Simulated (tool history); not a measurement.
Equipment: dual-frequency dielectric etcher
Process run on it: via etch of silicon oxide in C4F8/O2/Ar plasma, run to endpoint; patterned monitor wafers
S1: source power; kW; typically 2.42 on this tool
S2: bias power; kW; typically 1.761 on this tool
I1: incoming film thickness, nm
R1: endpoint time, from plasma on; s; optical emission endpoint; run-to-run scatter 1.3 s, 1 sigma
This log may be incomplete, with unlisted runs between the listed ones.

{"run": 1, "hour": 0.0, "S1": 2.42, "S2": 1.761, "I1": 1301.5, "R1": 256.5}
{"run": 2, "hour": 53.0, "S1": 2.42, "S2": 1.761, "I1": 1308.5, "R1": 257.6}
{"run": 3, "hour": 110.5, "S1": 2.42, "S2": 1.761, "I1": 1317.2, "R1": 260.1}
{"run": 4, "hour": 199.9, "S1": 2.42, "S2": 1.761, "I1": 1296.8, "R1": 257.4}
{"run": 5, "hour": 273.1, "S1": 2.42, "S2": 2.04, "I1": 1301.3, "R1": 243.5}
{"run": 6, "hour": 325.8, "S1": 2.42, "S2": 1.761, "I1": 1305.8, "R1": 257.3}
{"hour": 374.2, "done": "wet clean of the chamber"}
{"run": 7, "hour": 397.0, "S1": 2.42, "S2": 1.761, "I1": 1300.3, "R1": 256.3}
{"run": 8, "hour": 462.1, "S1": 2.42, "S2": 2.088, "I1": 1312.9, "R1": 244.9}
{"run": 9, "hour": 556.6, "S1": 2.42, "S2": 2.088, "I1": 1307.9, "R1": 244.6}
{"run": 10, "hour": 615.7, "S1": 2.42, "S2": 2.088, "I1": 1304.7, "R1": 246.3}
{"run": 11, "hour": 683.1, "S1": 2.42, "S2": 1.761, "I1": 1290.2, "R1": 256.3}
{"run": 12, "hour": 719.5, "S1": 2.42, "S2": 1.761, "I1": 1301.6, "R1": 257.5}
{"hour": 785.5, "done": "bias power generator calibrated"}
{"run": 13, "hour": 789.2, "S1": 2.42, "S2": 2.006, "I1": 1300.7, "R1": 247.1}
{"hour": 884.9, "done": "wet clean of the chamber"}
{"run": 14, "hour": 885.4, "S1": 2.42, "S2": 2.006, "I1": 1306.6, "R1": 246.8}
{"run": 15, "hour": 965.4, "S1": 2.42, "S2": 2.006, "I1": 1304.7, "R1": 246.1}
{"run": 16, "hour": 1022.3, "S1": 2.17, "S2": 1.761, "I1": 1302.8, "R1": 274}
{"run": 17, "hour": 1108.5, "S1": 2.42, "S2": 2.1, "I1": 1318.1, "R1": 245.2}
{"run": 18, "hour": 1194.4, "S1": 2.84, "S2": 1.761, "I1": 1298.5, "R1": 235.8}

Run 19, settings as shown, results not yet in. Your forecast:
{"run": 19, "hour": 1256.2, "S1": 2.42, "S2": 1.761, "I1": 1303.9, "R1": "?"}

{"run 19": {"R1": 256}}
Without the tool's hidden state the same run would have given R1 256 s.

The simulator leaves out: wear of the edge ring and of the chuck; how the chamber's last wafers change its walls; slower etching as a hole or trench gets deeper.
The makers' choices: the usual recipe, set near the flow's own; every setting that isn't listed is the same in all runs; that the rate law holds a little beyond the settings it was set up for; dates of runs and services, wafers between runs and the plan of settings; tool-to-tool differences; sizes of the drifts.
